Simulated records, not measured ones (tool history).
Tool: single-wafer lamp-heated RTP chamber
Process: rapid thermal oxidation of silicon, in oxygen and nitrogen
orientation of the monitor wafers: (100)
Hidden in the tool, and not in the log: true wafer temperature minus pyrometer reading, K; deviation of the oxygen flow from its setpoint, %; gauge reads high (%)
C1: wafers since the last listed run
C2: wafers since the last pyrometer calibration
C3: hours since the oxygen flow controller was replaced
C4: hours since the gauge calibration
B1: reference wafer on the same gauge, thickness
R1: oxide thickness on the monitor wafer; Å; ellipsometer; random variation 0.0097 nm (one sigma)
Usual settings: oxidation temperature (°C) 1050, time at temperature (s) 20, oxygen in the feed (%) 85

Run 1, hour 0.0: usual settings but oxygen in the feed (%) 98; C1 0; C2 8085; C3 6751.7; C4 29.0; B1 4.097. Result: R1 49.09 Å.
Run 2, hour 25.2: usual settings but oxygen in the feed (%) 98; C1 110; C2 8195; C3 6776.9; C4 54.2; B1 4.093. Result: R1 49.16 Å.
Run 3, hour 57.4: usual settings; C1 141; C2 8337; C3 6809.1; C4 86.4; B1 4.088. Result: R1 46.72 Å.
Run 4, hour 82.3: usual settings; C1 109; C2 8446; C3 6834.0; C4 111.3; B1 4.087. Result: R1 46.76 Å.
Run 5, hour 108.7: usual settings; C1 115; C2 8561; C3 6860.4; C4 137.7; B1 4.085. Result: R1 46.59 Å.
At hour 127.7: oxygen flow controller replaced.
Run 6, hour 128.2: usual settings but oxidation temperature (°C) 1067; C1 50; C2 8612; C3 0.5; C4 157.2; B1 4.080. Result: R1 52.12 Å.
Run 7, hour 144.1: usual settings but oxidation temperature (°C) 1067; C1 69; C2 8681; C3 16.4; C4 173.1; B1 4.076. Result: R1 52.23 Å.
Run 8, hour 165.4: usual settings but oxidation temperature (°C) 1067; C1 93; C2 8775; C3 37.7; C4 194.4; B1 4.071. Result: R1 52.09 Å.
At hour 191.3: gauge calibrated.
At hour 198.3: pyrometer window cleaned and pyrometer calibrated.
Run 9, hour 198.8: usual settings; C1 111; C2 2; C3 71.1; C4 7.5; B1 4.106. Result: R1 47.01 Å.
Run 10, hour 219.5: usual settings but oxidation temperature (°C) 1027; C1 90; C2 92; C3 91.8; C4 28.2; B1 4.108. Result: R1 40.19 Å.
Run 11, hour 243.2: usual settings but time at temperature (s) 24; C1 103; C2 196; C3 115.5; C4 51.9; B1 4.098. Result: R1 50.46 Å.
Run 12, hour 264.1: usual settings but oxidation temperature (°C) 1029, time at temperature (s) 25, oxygen in the feed (%) 98; C1 91; C2 288; C3 136.4; C4 72.8; B1 4.101. Result: R1 46.74 Å.
Run 13, hour 286.2: usual settings but oxidation temperature (°C) 1028, oxygen in the feed (%) 98; C1 96; C2 385; C3 158.5; C4 94.9; B1 4.097. Result: R1 42.38 Å.
Run 14, hour 308.9: usual settings but oxidation temperature (°C) 1067, oxygen in the feed (%) 98; C1 99; C2 484; C3 181.2; C4 117.6; B1 4.096. Result: R1 55.16 Å.
Run 15, hour 327.8: usual settings; C1 82; C2 567; C3 200.1; C4 136.5; B1 4.090. Result: R1 46.61 Å.
Run 16, hour 343.7: usual settings; C1 69; C2 637; C3 216.0; C4 152.4; B1 4.083. Result: R1 46.59 Å.
Run 17, hour 366.2: usual settings but time at temperature (s) 17; C1 98; C2 735; C3 238.5; C4 174.9; B1 4.080. Result: R1 43.77 Å.
Run 18, hour 382.0: usual settings but oxidation temperature (°C) 1028, time at temperature (s) 26; C1 69; C2 804; C3 254.3; C4 190.7; B1 4.076. Result: R1 44.70 Å.
At hour 405.0: gauge calibrated.
Run 19, hour 407.5: usual settings but time at temperature (s) 16; C1 111; C2 916; C3 279.8; C4 2.5; B1 4.096. Result: R1 43.03 Å.

Hidden state or all else? Some run-to-run changes of R1, split into what the settings, what came in and random variation would give without the hidden state, and what is left for the hidden state (with any gauge scatter that isn't in both results):
Run 8 -> 9: oxidation temperature (°C) 1067 -> 1050, gauge calibrated, pyrometer window cleaned and pyrometer calibrated. R1 -5.08 Å: hidden state +0.48, all else -5.56.
Run 13 -> 14: oxidation temperature (°C) 1028 -> 1067. R1 +12.78 Å: hidden state -0.06, all else +12.84.
